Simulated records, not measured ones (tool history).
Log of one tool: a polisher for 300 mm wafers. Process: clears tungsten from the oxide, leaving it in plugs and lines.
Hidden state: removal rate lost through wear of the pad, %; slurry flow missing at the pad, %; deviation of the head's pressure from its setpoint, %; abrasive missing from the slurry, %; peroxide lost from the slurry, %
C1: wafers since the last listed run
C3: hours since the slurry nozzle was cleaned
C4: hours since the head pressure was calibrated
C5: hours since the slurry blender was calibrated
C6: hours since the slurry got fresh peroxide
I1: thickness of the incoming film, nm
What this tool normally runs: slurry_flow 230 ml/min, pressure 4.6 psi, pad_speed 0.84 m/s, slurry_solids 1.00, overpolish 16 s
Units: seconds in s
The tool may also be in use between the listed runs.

Run 1, hour 0.0: usual settings; C1 0; wafers polished on this pad 337; C3 19.6; C4 909.9; C5 128.8; C6 13.7; I1 467.8. Result: seconds 99.4 s.
Run 2, hour 19.8: usual settings; C1 108; wafers polished on this pad 445; C3 39.4; C4 929.7; C5 148.6; C6 33.5; I1 476.9. Result: seconds 103.1 s.
Run 3, hour 32.8: usual settings; C1 71; wafers polished on this pad 516; C3 52.4; C4 942.7; C5 161.6; C6 46.5; I1 461.6. Result: seconds 98.2 s.
Run 4, hour 48.8: usual settings but overpolish 13 s; C1 87; wafers polished on this pad 604; C3 68.4; C4 958.7; C5 177.6; C6 62.5; I1 471.6. Result: seconds 102.7 s.
At hour 119.3: head pressure recalibrated.
Run 5, hour 144.6: usual settings; C1 513; wafers polished on this pad 1118; C3 164.2; C4 25.3; C5 273.4; C6 158.3; I1 475.8. Result: seconds 109.7 s.
Run 6, hour 157.0: usual settings but pressure 3.8 psi; C1 67; wafers polished on this pad 1186; C3 176.6; C4 37.7; C5 285.8; C6 170.7; I1 470.2. Result: seconds 130.2 s.
Run 7, hour 181.4: usual settings but overpolish 20 s; C1 133; wafers polished on this pad 1319; C3 201.0; C4 62.1; C5 310.2; C6 195.1; I1 468.9. Result: seconds 107.2 s.
At hour 192.6: slurry tank refilled with fresh slurry and peroxide.
Run 8, hour 201.6: usual settings but slurry_flow 180 ml/min, slurry_solids 0.85; C1 105; wafers polished on this pad 1424; C3 221.2; C4 82.3; C5 330.4; C6 9.0; I1 459.3. Result: seconds 103.1 s.
At hour 215.0: worn pad replaced by a new one.
Run 9, hour 225.1: usual settings but pressure 4.1 psi, pad_speed 0.74 m/s; C1 106; wafers polished on this pad 55; C3 244.7; C4 105.8; C5 353.9; C6 32.5; I1 471.4. Result: seconds 130.4 s.
Run 10, hour 256.3: usual settings; C1 170; wafers polished on this pad 226; C3 275.9; C4 137.0; C5 385.1; C6 63.7; I1 468.0. Result: seconds 100.3 s.
At hour 282.3: slurry blender recalibrated.
Run 11, hour 287.3: usual settings; C1 158; wafers polished on this pad 384; C3 306.9; C4 168.0; C5 5.0; C6 94.7; I1 468.5. Result: seconds 101.4 s.
Run 12, hour 322.7: usual settings but slurry_flow 190 ml/min, slurry_solids 0.90, overpolish 21 s; C1 193; wafers polished on this pad 578; C3 342.3; C4 203.4; C5 40.4; C6 130.1; I1 471.4. Result: seconds 107.5 s.
Run 13, hour 350.2: usual settings but pad_speed 0.60 m/s, overpolish 11 s; C1 150; wafers polished on this pad 729; C3 369.8; C4 230.9; C5 67.9; C6 157.6; I1 476.3. Result: seconds 143.5 s.
Run 14, hour 378.8: usual settings but slurry_flow 180 ml/min; C1 156; wafers polished on this pad 886; C3 398.4; C4 259.5; C5 96.5; C6 186.2; I1 475.2. Result: seconds 111.3 s.
Run 15, hour 407.2: usual settings; C1 155; wafers polished on this pad 1041; C3 426.8; C4 287.9; C5 124.9; C6 214.6; I1 462.9. Result: seconds 105.7 s.
Run 16, hour 420.8: usual settings but slurry_flow 275 ml/min, slurry_solids 0.85; C1 74; wafers polished on this pad 1116; C3 440.4; C4 301.5; C5 138.5; C6 228.2; I1 475.5. Result: seconds 112.1 s.
At hour 432.1: slurry tank refilled with fresh slurry and peroxide.
Run 17, hour 435.8: usual settings but pad_speed 0.76 m/s; C1 76; wafers polished on this pad 1192; C3 455.4; C4 316.5; C5 153.5; C6 3.7; I1 474.0. Result: seconds 111.2 s.
Run 18, hour 460.3: usual settings but overpolish 19 s; C1 134; wafers polished on this pad 1326; C3 479.9; C4 341.0; C5 178.0; C6 28.2; I1 472.2. Result: seconds 102.5 s.
At hour 466.3: worn pad replaced by a new one.
Run 19, hour 492.0: usual settings but pressure 5.8 psi; C1 151; wafers polished on this pad 140; C3 511.6; C4 372.7; C5 209.7; C6 59.9; I1 462.1. Result: seconds 81.7 s.
Run 20, hour 520.1: usual settings; C1 153; wafers polished on this pad 294; C3 539.7; C4 400.8; C5 237.8; C6 88.0; I1 467.9. Result: seconds 100.6 s.
Run 21, hour 546.7: usual settings but pressure 5.6 psi, slurry_solids 0.90; C1 145; wafers polished on this pad 440; C3 566.3; C4 427.4; C5 264.4; C6 114.6; I1 469.9. Result: seconds 90.8 s.
Run 22, hour 562.0: usual settings but slurry_flow 305 ml/min, pressure 3.0 psi, overpolish 9 s; C1 83; wafers polished on this pad 524; C3 581.6; C4 442.7; C5 279.7; C6 129.9; I1 470.7. Result: seconds 158.0 s.
Run 23, hour 581.9: usual settings but slurry_flow 275 ml/min, slurry_solids 0.85; C1 108; wafers polished on this pad 633; C3 601.5; C4 462.6; C5 299.6; C6 149.8; I1 465.7. Result: seconds 108.7 s.
Run 24, hour 596.9: usual settings; C1 82; wafers polished on this pad 715; C3 616.5; C4 477.6; C5 314.6; C6 164.8; I1 480.0. Result: seconds 109.2 s.
Run 25, hour 613.9: usual settings; C1 93; wafers polished on this pad 808; C3 633.5; C4 494.6; C5 331.6; C6 181.8; I1 474.1. Result: seconds 106.4 s.

Difference, measured minus no-hidden-state, one row per run. Run-to-run variation is common to both terms; the gauge's own scatter need not be:
run  seconds
  1     +1.5
  2     +2.2
  3     +2.6
  4     +3.2
  5     +7.5
  6     +9.4
  7     +8.8
  8     +0.3
  9     +1.4
 10     +2.1
 11     +3.3
 12     +4.9
 13     +8.1
 14     +7.5
 15     +8.3
 16     +9.4
 17     +0.9
 18     +1.7
 19     +2.2
 20     +3.7
 21     +4.3
 22     +8.4
 23     +6.5
 24     +7.2
 25     +7.7

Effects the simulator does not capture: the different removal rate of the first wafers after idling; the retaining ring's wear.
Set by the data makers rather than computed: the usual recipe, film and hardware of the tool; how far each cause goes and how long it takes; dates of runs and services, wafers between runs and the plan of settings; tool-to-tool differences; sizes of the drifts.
